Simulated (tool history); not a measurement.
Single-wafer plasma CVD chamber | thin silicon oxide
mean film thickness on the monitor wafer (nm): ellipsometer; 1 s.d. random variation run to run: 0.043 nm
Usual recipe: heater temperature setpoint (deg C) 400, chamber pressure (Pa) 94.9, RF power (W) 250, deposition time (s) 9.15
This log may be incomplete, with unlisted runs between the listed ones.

run   hour  heater temperature setpoint (deg C)  chamber pressure (Pa)  RF power (W)  deposition time (s)  read-back reference wafer on the same gauge, thickness_nm  mean film thickness on the monitor wafer (nm)
  1    0.0                                  400                   82.5           250                 9.15                                                     15.897                                         11.741
  2   18.9                                  400                   82.5           250                 9.15                                                     15.893                                         11.780
  3   34.4                                  400                   94.9           250                 9.15                                                     15.908                                         13.604
  4   66.4                                  400                   94.9           250                 9.15                                                     15.881                                         13.583
  5   79.3                                  400                   94.9           250                 9.15                                                     15.900                                         13.498
  6  105.3                                  400                   94.9           250                 9.15                                                     15.928                                         13.551
  7  138.4                                  400                   94.9           220                 9.15                                                     15.890                                         12.491
  8  152.1                                  400                   94.9           220                 9.15                                                     15.895                                         12.444
  9  169.5                                  400                   88.3           250                 9.15                                                     15.918                                         12.561
 10  192.9                                  400                   88.3           250                 9.15                                                     15.889                                         12.616
     219.1  -- RF generator calibrated
     224.8  -- thermocouple changed; heater temperature recalibrated
 11  227.6                                  400                   94.9           250                 9.15                                                     15.910                                         13.531
 12  245.1                                  400                   94.9           250                 9.15                                                     15.912                                         13.570
 13  266.9                                  400                   94.9           265                 9.15                                                     15.905                                         14.015
 14  298.1                                  400                   94.9           250                 9.15                                                     15.913                                         13.499
     307.2  -- gauge calibrated
 15  323.7                                  400                   94.9           250                 9.15                                                     15.897                                         13.473
 16  343.7                                  400                  108.3           270                 9.15                                                     15.909                                         16.063
 17  366.6                                  400                  114.3           250                 7.56                                                     15.890                                         13.406
     375.8  -- capacitance manometer re-zeroed and calibrated
 18  379.2                                  400                   83.7           205                10.14                                                     15.887                                         12.414
     411.0  -- showerhead replaced
 19  411.5                                  388                  110.8           250                 9.15                                                     15.902                                         16.989
 20  422.0                                  400                   94.9           250                 9.15                                                     15.889                                         14.532
 21  447.7                                  400                   94.9           250                 9.15                                                     15.898                                         14.592
 22  467.4                                  400                   77.1           250                 9.15                                                     15.900                                         11.717
 23  483.4                                  408                  111.6           235                 8.39                                                     15.916                                         14.867
 24  511.4                                  400                   94.9           280                10.02                                                     15.889                                         16.959
 25  529.3                                  413                  111.7           250                 9.15                                                     15.902                                         16.832
 26  564.2                                  400                   76.1           265                 9.15                                                     15.898                                         11.957
 27  584.8                                  400                   94.9           275                 9.70                                                     15.888                                         16.253
 28  612.0                                  400                   80.4           250                 8.15                                                     15.909                                         10.854

Forecast each of these 5 alternatives for the next run:
  A  612.4                                  400                   94.9           295                 9.15                                                          ?                                              ?
  B  612.4                                  400                  103.1           250                 9.15                                                          ?                                              ?
  C  612.4                                  400                   94.9           205                 7.35                                                          ?                                              ?
  D  612.4                                  388                  113.3           275                 7.84                                                          ?                                              ?
  E  612.4                                  400                   94.9           230                 7.36                                                          ?                                              ?

run  read-back reference wafer on the same gauge, thickness_nm  mean film thickness on the monitor wafer (nm)
  A                                                     15.892                                         15.999
  B                                                     15.892                                         15.776
  C                                                     15.892                                         10.186
  D                                                     15.892                                         15.701
  E                                                     15.892                                         11.088
Stripped of hidden state, with their random variation kept, the same runs would have yielded:
run  mean film thickness on the monitor wafer (nm)
  A                                         16.107
  B                                         15.874
  C                                         10.255
  D                                         15.788
  E                                         11.163
